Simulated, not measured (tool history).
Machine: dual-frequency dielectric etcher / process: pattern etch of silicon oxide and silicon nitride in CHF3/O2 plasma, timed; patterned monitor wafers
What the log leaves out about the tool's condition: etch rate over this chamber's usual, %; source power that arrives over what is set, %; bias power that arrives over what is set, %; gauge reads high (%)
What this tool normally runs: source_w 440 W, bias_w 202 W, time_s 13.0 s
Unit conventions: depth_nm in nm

run	hour	source_w	bias_w	time_s	wafers since the last listed run	hours since the last wet clean	hours since the last source power generator calibration	hours since the last bias power generator calibration	hours since the last upper electrode change	hours since the gauge calibration	read-back reference wafer on the same gauge, depth_nm	depth_nm
1	0.0	440	202	13.0	0	0.8	40.5	4625.5	4152.7	64.6	21.53	19.54
2	11.9	410	202	13.0	210	12.7	52.4	4637.4	4164.6	76.5	21.48	19.41
3	76.2	400	202	13.0	1136	77.0	116.7	4701.7	4228.9	140.8	21.49	18.92
4	90.7	400	202	13.0	256	91.5	131.2	4716.2	4243.4	155.3	21.52	18.78
5	105.5	400	202	13.0	261	106.3	146.0	4731.0	4258.2	170.1	21.46	18.76
6	122.3	470	202	13.0	296	123.1	162.8	4747.8	4275.0	186.9	21.52	19.66
7	156.2	440	202	13.0	599	157.0	196.7	4781.7	4308.9	220.8	21.51	19.27
8	184.3	440	202	11.5	496	185.1	224.8	4809.8	4337.0	248.9	21.52	17.07
9	210.0	530	219	11.5	454	210.8	250.5	4835.5	4362.7	274.6	21.54	18.58
10	242.6	360	186	13.0	576	243.4	283.1	4868.1	4395.3	307.2	21.52	17.19
# hour 274.7: upper electrode replaced
11	275.2	540	202	12.0	151	276.0	315.7	4900.7	0.5	339.8	21.48	18.62
# hour 304.4: wet clean of the chamber, repeated, since the last time left the tool worse
12	304.9	440	202	13.0	100	0.5	345.4	4930.4	30.2	369.5	21.54	18.17
13	338.0	520	160	11.5	584	33.6	378.5	4963.5	63.3	402.6	21.48	15.46
14	373.5	440	202	10.0	627	69.1	414.0	4999.0	98.8	438.1	21.48	14.23
# hour 401.2: bias power generator calibrated
15	405.0	440	185	13.0	485	100.6	445.5	3.8	130.3	469.6	21.49	17.40
16	439.1	440	202	13.0	602	134.7	479.6	37.9	164.4	503.7	21.54	18.22
17	455.9	500	156	10.5	296	151.5	496.4	54.7	181.2	520.5	21.55	13.61
18	481.4	340	202	17.0	450	177.0	521.9	80.2	206.7	546.0	21.51	21.91
19	498.6	340	252	11.0	303	194.2	539.1	97.4	223.9	563.2	21.54	15.41
20	512.8	440	168	13.0	250	208.4	553.3	111.6	238.1	577.4	21.49	16.65
21	548.4	370	161	9.0	629	244.0	588.9	147.2	273.7	613.0	21.54	10.43
22	578.1	440	202	13.0	524	273.7	618.6	176.9	303.4	642.7	21.52	17.83
23	594.2	410	181	16.0	284	289.8	634.7	193.0	319.5	658.8	21.48	20.20
# hour 640.5: wet clean of the chamber
24	697.8	340	252	13.0	1406	57.3	738.3	296.6	423.1	762.4	21.48	18.76
25	715.6	350	171	16.0	314	75.1	756.1	314.4	440.9	780.2	21.47	19.41
26	731.7	440	230	10.0	284	91.2	772.2	330.5	457.0	796.3	21.48	14.88
27	756.0	440	202	13.0	429	115.5	796.5	354.8	481.3	820.6	21.45	18.07
28	781.9	440	202	13.0	457	141.4	822.4	380.7	507.2	846.5	21.49	18.06
29	812.1	440	233	16.0	533	171.6	852.6	410.9	537.4	876.7	21.49	23.70

The same runs without the tool's hidden state, with the same run-to-run variation:
run	depth_nm
1	18.27
2	18.17
3	17.83
4	17.73
5	17.74
6	18.63
7	18.32
8	16.28
9	17.77
10	16.49
11	17.93
12	18.11
13	15.47
14	14.30
15	17.54
16	18.44
17	13.80
18	22.28
19	15.70
20	17.00
21	10.69
22	18.33
23	20.81
24	18.85
25	19.54
26	15.01
27	18.28
28	18.32
29	24.12
